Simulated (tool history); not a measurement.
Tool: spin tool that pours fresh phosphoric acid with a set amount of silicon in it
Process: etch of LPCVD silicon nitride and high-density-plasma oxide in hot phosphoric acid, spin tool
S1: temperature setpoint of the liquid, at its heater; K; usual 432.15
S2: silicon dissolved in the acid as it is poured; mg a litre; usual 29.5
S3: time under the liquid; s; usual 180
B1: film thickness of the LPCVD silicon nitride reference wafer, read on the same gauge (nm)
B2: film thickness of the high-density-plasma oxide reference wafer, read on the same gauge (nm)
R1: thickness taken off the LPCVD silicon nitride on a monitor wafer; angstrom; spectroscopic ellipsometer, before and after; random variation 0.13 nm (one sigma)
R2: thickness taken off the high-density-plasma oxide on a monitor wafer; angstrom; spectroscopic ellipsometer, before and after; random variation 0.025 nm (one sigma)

| run | hour | S1 | S2 | S3 | B1 | B2 | R1 | R2 |
|---|---|---|---|---|---|---|---|---|
| 1 | 0 | 432.15 | 45 | 180 | 70.02 | 30.003 | 136.2 | 1.04 |
| 2 | 36.3 | 432.15 | 10 | 85 | 70.01 | 29.995 | 73.9 | 2.91 |
| 3 | 134.6 | 432.15 | 29.5 | 180 | 69.97 | 29.967 | 154.3 | 3.29 |
| 4 | 238.8 | 432.15 | 29.5 | 180 | 70 | 30.013 | 154 | 3.13 |
| 5 | 300.7 | 432.15 | 47.5 | 210 | 70.03 | 30.006 | 181 | 1.34 |
| 6 | 400.9 | 432.15 | 29.5 | 180 | 70.02 | 29.986 | 154.3 | 3.23 |
| 7 | 503.5 | 430.15 | 39 | 180 | 70 | 29.991 | 142.5 | 1.6 |
| 8 | 581.1 | 432.15 | 29.5 | 180 | 69.95 | 29.987 | 152.3 | 3.14 |
| 9 | 652.1 | 431.15 | 29.5 | 85 | 70.06 | 29.995 | 69.8 | 1.14 |
| 10 | 755.9 | 429.65 | 13 | 180 | 69.99 | 29.991 | 138.6 | 3.91 |
| 11 | 855.7 | 429.65 | 29.5 | 245 | 70 | 30.013 | 187 | 3.38 |
| 12 | 897.1 | 432.15 | 37.5 | 75 | 69.97 | 29.998 | 62.7 | 0.87 |
| 13 | 977.7 | 432.15 | 29.5 | 80 | 69.97 | 30.015 | 67.1 | 1.35 |
| 14 | 1020.1 | 429.65 | 45 | 180 | 69.97 | 30.027 | 137.9 | 1.01 |
| 15 | 1113.5 | 430.65 | 35.5 | 265 | 70.01 | 30.006 | 212.6 | 3.2 |
| 16 | 1192.6 | 430.15 | 43.5 | 180 | 70 | 30.003 | 138.3 | 1.05 |
| 17 | 1489 | 432.15 | 29.5 | 180 | 69.99 | 29.983 | 146.5 | 2.52 |
| 18 | 1552.2 | 432.15 | 29.5 | 180 | 69.97 | 29.997 | 147.1 | 2.83 |
| 19 | 1627.1 | 432.15 | 6.5 | 180 | 69.99 | 30 | 148.5 | 5.03 |
| 20 | 1691.7 | 432.15 | 50 | 80 | 70.03 | 30.006 | 65.3 | 0.54 |

Taken out of this log: 3 entries between the listed runs. Where each belongs, and how the hidden state differs across it:
Between runs 1 and 2: heated supply line repaired (hour 35.5)
  liquid hotter than its thermometer reads (K): 0.394 -> 0.409; temperature lost on the way to the wafer (K): 3.93 -> 0.0092
  measured less the result without the state, R1: -17.3 -> +1 angstrom; R2: -0.32 -> +0.09 angstrom
Between runs 5 and 6: gauge calibrated (hour 352.5)
  liquid hotter than its thermometer reads (K): 0.525 -> 0.568; temperature lost on the way to the wafer (K): 0.398 -> 0.546
  measured less the result without the state, R1: +0.8 -> +0.1 angstrom; R2: +0.01 -> +0 angstrom
Between runs 7 and 8: dissolved silicon flow meter replaced (hour 558.7)
  liquid hotter than its thermometer reads (K): 0.613 -> 0.647; temperature lost on the way to the wafer (K): 0.697 -> 0.811
  measured less the result without the state, R1: -0.4 -> -0.8 angstrom; R2: -0.01 -> -0.04 angstrom

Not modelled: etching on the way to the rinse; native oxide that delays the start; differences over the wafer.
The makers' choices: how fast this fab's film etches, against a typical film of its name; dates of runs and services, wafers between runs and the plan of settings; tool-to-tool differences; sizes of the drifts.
